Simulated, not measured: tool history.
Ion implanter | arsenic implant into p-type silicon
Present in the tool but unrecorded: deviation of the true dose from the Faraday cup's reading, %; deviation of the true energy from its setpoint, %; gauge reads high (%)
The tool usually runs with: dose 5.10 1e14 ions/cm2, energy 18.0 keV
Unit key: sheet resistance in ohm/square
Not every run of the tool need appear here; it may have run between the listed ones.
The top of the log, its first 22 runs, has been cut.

run    hour  dose  energy  wafers since the last listed run  hours since the last dose calibration  hours since the extraction supply was calibrated  hours since the gauge calibration  read-back reference wafer on the same gauge, sheet resistance  sheet resistance
 23  1526.2  6.46    18.0                               814                                  738.1                                            5950.1                              305.1                                                         165.08            172.33
     1635.9  -- extraction supply calibrated
 24  1673.6  5.10    18.0                              1835                                  885.5                                              37.7                              452.5                                                         165.04            201.19
     1697.7  -- Faraday cup replaced and dose calibrated
 25  1709.9  5.10    18.0                               372                                   12.2                                              74.0                              488.8                                                         165.05            204.46
 26  1735.7  5.10    14.5                               339                                   38.0                                              99.8                              514.6                                                         164.97            210.32
 27  1807.4  4.12    21.5                               943                                  109.7                                             171.5                              586.3                                                         164.92            229.97
 28  1846.0  5.57    22.5                               508                                  148.3                                             210.1                              624.9                                                         164.98            184.31
 29  1897.4  4.00    13.0                               676                                  199.7                                             261.5                              676.3                                                         165.06            250.22
 30  1943.5  3.96    14.0                               606                                  245.8                                             307.6                              722.4                                                         165.10            249.23
 31  2011.5  5.10    18.0                               895                                  313.8                                             375.6                              790.4                                                         164.96            202.29
 32  2045.0  4.52    21.0                               441                                  347.3                                             409.1                              823.9                                                         165.14            215.03
 33  2114.7  4.09    14.0                               917                                  417.0                                             478.8                              893.6                                                         165.01            242.61
 34  2163.4  5.58    13.0                               641                                  465.7                                             527.5                              942.3                                                         165.03            197.62
 35  2220.7  6.47    13.5                               754                                  523.0                                             584.8                              999.6                                                         165.04            180.65
 36  2280.4  4.03    18.0                               785                                  582.7                                             644.5                             1059.3                                                         165.03            236.83

What if the next run were any one of these 5? Each begins from the tool's condition after run 36:
  A  2280.8  5.10    18.0                                 5                                  583.1                                             644.9                             1059.7                                                              ?                 ?
  B  2280.8  5.10    23.5                                 5                                  583.1                                             644.9                             1059.7                                                              ?                 ?
  C  2280.8  5.70    18.0                                 5                                  583.1                                             644.9                             1059.7                                                              ?                 ?
  D  2280.8  4.35    22.0                                 5                                  583.1                                             644.9                             1059.7                                                              ?                 ?
  E  2280.8  6.16    18.0                                 5                                  583.1                                             644.9                             1059.7                                                              ?                 ?

run  read-back reference wafer on the same gauge, sheet resistance  sheet resistance
  A                                                         165.01            201.83
  B                                                         165.01            194.06
  C                                                         165.01            187.24
  D                                                         165.01            219.86
  E                                                         165.01            178.07
Stripped of hidden state, with their random variation kept, the same runs would have yielded:
run  sheet resistance
  A            204.75
  B            196.97
  C            189.83
  D            223.22
  E            180.44
